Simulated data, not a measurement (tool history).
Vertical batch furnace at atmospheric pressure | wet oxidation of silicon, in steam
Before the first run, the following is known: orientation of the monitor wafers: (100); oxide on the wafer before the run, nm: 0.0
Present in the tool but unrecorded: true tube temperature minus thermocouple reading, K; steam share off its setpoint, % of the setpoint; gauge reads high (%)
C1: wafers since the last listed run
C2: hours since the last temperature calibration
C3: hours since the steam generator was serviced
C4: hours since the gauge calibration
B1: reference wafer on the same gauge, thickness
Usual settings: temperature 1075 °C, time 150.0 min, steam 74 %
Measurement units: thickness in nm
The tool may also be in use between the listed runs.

Run 1, hour 0.0: usual settings but time 116.5 min, steam 67 %; C1 0; C2 1688.4; C3 2860.3; C4 875.1; B1 896.33. Result: thickness 654.19 nm.
Run 2, hour 41.0: usual settings but time 116.5 min, steam 67 %; C1 366; C2 1729.4; C3 2901.3; C4 916.1; B1 895.91. Result: thickness 652.99 nm.
Run 3, hour 143.5: usual settings; C1 916; C2 1831.9; C3 3003.8; C4 1018.6; B1 895.75. Result: thickness 796.18 nm.
Run 4, hour 198.2: usual settings; C1 489; C2 1886.6; C3 3058.5; C4 1073.3; B1 895.96. Result: thickness 794.51 nm.
Run 5, hour 249.4: usual settings; C1 457; C2 1937.8; C3 3109.7; C4 1124.5; B1 895.96. Result: thickness 796.64 nm.
Run 6, hour 313.3: usual settings but temperature 1082 °C; C1 571; C2 2001.7; C3 3173.6; C4 1188.4; B1 896.40. Result: thickness 817.53 nm.
Run 7, hour 355.1: usual settings but time 134.0 min; C1 373; C2 2043.5; C3 3215.4; C4 1230.2; B1 896.03. Result: thickness 748.12 nm.
Run 8, hour 458.8: usual settings; C1 927; C2 2147.2; C3 3319.1; C4 1333.9; B1 895.84. Result: thickness 797.86 nm.
Run 9, hour 507.2: usual settings; C1 432; C2 2195.6; C3 3367.5; C4 1382.3; B1 895.99. Result: thickness 793.32 nm.
At hour 516.9: gauge calibrated.
At hour 613.2: steam generator serviced.
Run 10, hour 613.7: usual settings; C1 737; C2 2302.1; C3 0.5; C4 96.8; B1 896.14. Result: thickness 832.92 nm.
At hour 670.0: thermocouples replaced and temperature profile calibrated.
Run 11, hour 696.7: usual settings but temperature 1067 °C, steam 65 %; C1 527; C2 26.7; C3 83.5; C4 179.8; B1 896.13. Result: thickness 733.04 nm.
Run 12, hour 797.8: usual settings but temperature 1098 °C, time 201.0 min; C1 903; C2 127.8; C3 184.6; C4 280.9; B1 895.99. Result: thickness 1035.25 nm.
Run 13, hour 863.1: usual settings but time 91.5 min; C1 583; C2 193.1; C3 249.9; C4 346.2; B1 896.26. Result: thickness 615.11 nm.
Run 14, hour 964.9: usual settings but time 196.0 min; C1 910; C2 294.9; C3 351.7; C4 448.0; B1 895.96. Result: thickness 939.76 nm.
Run 15, hour 1032.2: usual settings but temperature 1093 °C, time 194.5 min; C1 601; C2 362.2; C3 419.0; C4 515.3; B1 896.05. Result: thickness 997.53 nm.
Run 16, hour 1074.4: usual settings; C1 377; C2 404.4; C3 461.2; C4 557.5; B1 896.19. Result: thickness 812.11 nm.
Run 17, hour 1141.9: usual settings but temperature 1052 °C; C1 603; C2 471.9; C3 528.7; C4 625.0; B1 895.89. Result: thickness 737.65 nm.
Run 18, hour 1223.3: usual settings; C1 727; C2 553.3; C3 610.1; C4 706.4; B1 896.13. Result: thickness 811.76 nm.

For some of the steps in thickness from one run to the next: how much would appear even if the tool had no hidden state, given the settings, what came in and random variation, and how much remains for the hidden state plus any gauge scatter that the measured result and the result without hidden state don't share?
Run 9 -> 10: gauge calibrated, steam generator serviced. thickness +39.60 nm: hidden state +34.58, all else +5.02.
Run 12 -> 13: temperature 1098 -> 1075, time 201.0 -> 91.5. thickness -420.14 nm: hidden state +1.19, all else -421.33.
